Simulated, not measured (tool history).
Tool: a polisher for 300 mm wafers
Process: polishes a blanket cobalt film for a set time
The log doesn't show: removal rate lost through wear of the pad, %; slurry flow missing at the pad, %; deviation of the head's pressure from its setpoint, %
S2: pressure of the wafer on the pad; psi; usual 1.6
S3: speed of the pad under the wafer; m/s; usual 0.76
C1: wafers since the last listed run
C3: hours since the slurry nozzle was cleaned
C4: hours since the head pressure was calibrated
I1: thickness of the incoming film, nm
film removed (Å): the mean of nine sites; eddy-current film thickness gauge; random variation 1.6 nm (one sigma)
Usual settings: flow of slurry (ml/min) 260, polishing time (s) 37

{"run": 1, "hour": 0.0, "flow of slurry (ml/min)": 260, "S2": 1.6, "S3": 0.76, "polishing time (s)": 37, "C1": 0, "wafers polished on this pad": 1115, "C3": 638.3, "C4": 1218, "I1": 1315.7, "film removed (Å)": 1024}
{"hour": 2.4, "done": "worn pad replaced by a new one"}
{"run": 2, "hour": 14.8, "flow of slurry (ml/min)": 310, "S2": 1.6, "S3": 0.76, "polishing time (s)": 37, "C1": 174, "wafers polished on this pad": 174, "C3": 653.1, "C4": 1232.8, "I1": 1310.2, "film removed (Å)": 1142}
{"run": 3, "hour": 25.5, "flow of slurry (ml/min)": 260, "S2": 1.6, "S3": 0.76, "polishing time (s)": 37, "C1": 151, "wafers polished on this pad": 326, "C3": 663.8, "C4": 1243.5, "I1": 1301.8, "film removed (Å)": 1111}
{"run": 4, "hour": 42.4, "flow of slurry (ml/min)": 260, "S2": 1.6, "S3": 0.76, "polishing time (s)": 37, "C1": 238, "wafers polished on this pad": 564, "C3": 680.7, "C4": 1260.4, "I1": 1317.2, "film removed (Å)": 1073}
{"run": 5, "hour": 52.7, "flow of slurry (ml/min)": 260, "S2": 1.6, "S3": 0.76, "polishing time (s)": 37, "C1": 145, "wafers polished on this pad": 710, "C3": 691, "C4": 1270.7, "I1": 1321, "film removed (Å)": 1077}
{"run": 6, "hour": 68.8, "flow of slurry (ml/min)": 210, "S2": 1.6, "S3": 0.76, "polishing time (s)": 37, "C1": 227, "wafers polished on this pad": 937, "C3": 707.1, "C4": 1286.8, "I1": 1316.4, "film removed (Å)": 994}
{"hour": 79.7, "done": "worn pad replaced by a new one"}
{"run": 7, "hour": 80.2, "flow of slurry (ml/min)": 260, "S2": 1.6, "S3": 0.76, "polishing time (s)": 37, "C1": 104, "wafers polished on this pad": 7, "C3": 718.5, "C4": 1298.2, "I1": 1334.6, "film removed (Å)": 1112}
{"run": 8, "hour": 89.8, "flow of slurry (ml/min)": 260, "S2": 1.6, "S3": 0.76, "polishing time (s)": 37, "C1": 135, "wafers polished on this pad": 142, "C3": 728.1, "C4": 1307.8, "I1": 1324.4, "film removed (Å)": 1098}
{"run": 9, "hour": 97.9, "flow of slurry (ml/min)": 260, "S2": 1.6, "S3": 0.76, "polishing time (s)": 37, "C1": 114, "wafers polished on this pad": 257, "C3": 736.2, "C4": 1315.9, "I1": 1331.1, "film removed (Å)": 1092}
{"run": 10, "hour": 112.2, "flow of slurry (ml/min)": 260, "S2": 1.6, "S3": 0.76, "polishing time (s)": 37, "C1": 202, "wafers polished on this pad": 459, "C3": 750.5, "C4": 1330.2, "I1": 1318.2, "film removed (Å)": 1054}
{"hour": 120.6, "done": "head pressure recalibrated"}
{"run": 11, "hour": 125.9, "flow of slurry (ml/min)": 260, "S2": 1.6, "S3": 0.76, "polishing time (s)": 37, "C1": 165, "wafers polished on this pad": 624, "C3": 764.2, "C4": 5.3, "I1": 1318.4, "film removed (Å)": 1028}
{"run": 12, "hour": 143.3, "flow of slurry (ml/min)": 260, "S2": 1.6, "S3": 0.76, "polishing time (s)": 37, "C1": 245, "wafers polished on this pad": 870, "C3": 781.6, "C4": 22.7, "I1": 1321.9, "film removed (Å)": 1004}
{"hour": 159.8, "done": "worn pad replaced by a new one"}
{"run": 13, "hour": 160.3, "flow of slurry (ml/min)": 190, "S2": 1.3, "S3": 0.76, "polishing time (s)": 37, "C1": 183, "wafers polished on this pad": 6, "C3": 798.6, "C4": 39.7, "I1": 1316.8, "film removed (Å)": 900}
{"run": 14, "hour": 169.6, "flow of slurry (ml/min)": 260, "S2": 1.6, "S3": 0.76, "polishing time (s)": 37, "C1": 131, "wafers polished on this pad": 138, "C3": 807.9, "C4": 49, "I1": 1326.8, "film removed (Å)": 1128}
{"run": 15, "hour": 182.5, "flow of slurry (ml/min)": 260, "S2": 1.6, "S3": 0.76, "polishing time (s)": 37, "C1": 182, "wafers polished on this pad": 320, "C3": 820.8, "C4": 61.9, "I1": 1347.5, "film removed (Å)": 1085}
{"hour": 201.3, "done": "slurry nozzle cleaned"}
{"run": 16, "hour": 222.7, "flow of slurry (ml/min)": 260, "S2": 1.8, "S3": 0.76, "polishing time (s)": 37, "C1": 553, "wafers polished on this pad": 874, "C3": 21.4, "C4": 102.1, "I1": 1303.5, "film removed (Å)": 1132}
{"hour": 230.3, "done": "worn pad replaced by a new one"}
{"run": 17, "hour": 238.7, "flow of slurry (ml/min)": 340, "S2": 1.6, "S3": 0.62, "polishing time (s)": 37, "C1": 169, "wafers polished on this pad": 118, "C3": 37.4, "C4": 118.1, "I1": 1295, "film removed (Å)": 911}
{"run": 18, "hour": 254.5, "flow of slurry (ml/min)": 230, "S2": 1.8, "S3": 0.76, "polishing time (s)": 37, "C1": 223, "wafers polished on this pad": 341, "C3": 53.2, "C4": 133.9, "I1": 1306.2, "film removed (Å)": 1201}
{"run": 19, "hour": 267.8, "flow of slurry (ml/min)": 260, "S2": 1.2, "S3": 0.76, "polishing time (s)": 37, "C1": 187, "wafers polished on this pad": 529, "C3": 66.5, "C4": 147.2, "I1": 1323.3, "film removed (Å)": 780}
{"run": 20, "hour": 280.1, "flow of slurry (ml/min)": 210, "S2": 1.6, "S3": 0.84, "polishing time (s)": 48, "C1": 173, "wafers polished on this pad": 703, "C3": 78.8, "C4": 159.5, "I1": 1319.5, "film removed (Å)": 1468}
{"run": 21, "hour": 290.1, "flow of slurry (ml/min)": 260, "S2": 1.6, "S3": 0.76, "polishing time (s)": 37, "C1": 141, "wafers polished on this pad": 844, "C3": 88.8, "C4": 169.5, "I1": 1312, "film removed (Å)": 1018}
{"hour": 307.0, "done": "worn pad replaced by a new one"}
{"run": 22, "hour": 307.5, "flow of slurry (ml/min)": 260, "S2": 1.6, "S3": 0.76, "polishing time (s)": 37, "C1": 189, "wafers polished on this pad": 6, "C3": 106.2, "C4": 186.9, "I1": 1339.2, "film removed (Å)": 1098}
{"run": 23, "hour": 320.3, "flow of slurry (ml/min)": 260, "S2": 1.1, "S3": 0.76, "polishing time (s)": 34, "C1": 180, "wafers polished on this pad": 187, "C3": 119, "C4": 199.7, "I1": 1338.6, "film removed (Å)": 692}
{"run": 24, "hour": 328.1, "flow of slurry (ml/min)": 260, "S2": 1.4, "S3": 0.76, "polishing time (s)": 37, "C1": 110, "wafers polished on this pad": 297, "C3": 126.8, "C4": 207.5, "I1": 1298.1, "film removed (Å)": 951}

Measured less the same run without the tool's hidden state. The same run-to-run variation is in both; the gauge's scatter may not be:
run=1 film_removed_(Å)=-145
run=2 film_removed_(Å)=-25
run=3 film_removed_(Å)=-42
run=4 film_removed_(Å)=-71
run=5 film_removed_(Å)=-90
run=6 film_removed_(Å)=-111
run=7 film_removed_(Å)=-30
run=8 film_removed_(Å)=-46
run=9 film_removed_(Å)=-60
run=10 film_removed_(Å)=-84
run=11 film_removed_(Å)=-107
run=12 film_removed_(Å)=-137
run=13 film_removed_(Å)=-2
run=14 film_removed_(Å)=-18
run=15 film_removed_(Å)=-40
run=16 film_removed_(Å)=-118
run=17 film_removed_(Å)=-37
run=18 film_removed_(Å)=-79
run=19 film_removed_(Å)=-69
run=20 film_removed_(Å)=-162
run=21 film_removed_(Å)=-131
run=22 film_removed_(Å)=-26
run=23 film_removed_(Å)=-31
run=24 film_removed_(Å)=-54

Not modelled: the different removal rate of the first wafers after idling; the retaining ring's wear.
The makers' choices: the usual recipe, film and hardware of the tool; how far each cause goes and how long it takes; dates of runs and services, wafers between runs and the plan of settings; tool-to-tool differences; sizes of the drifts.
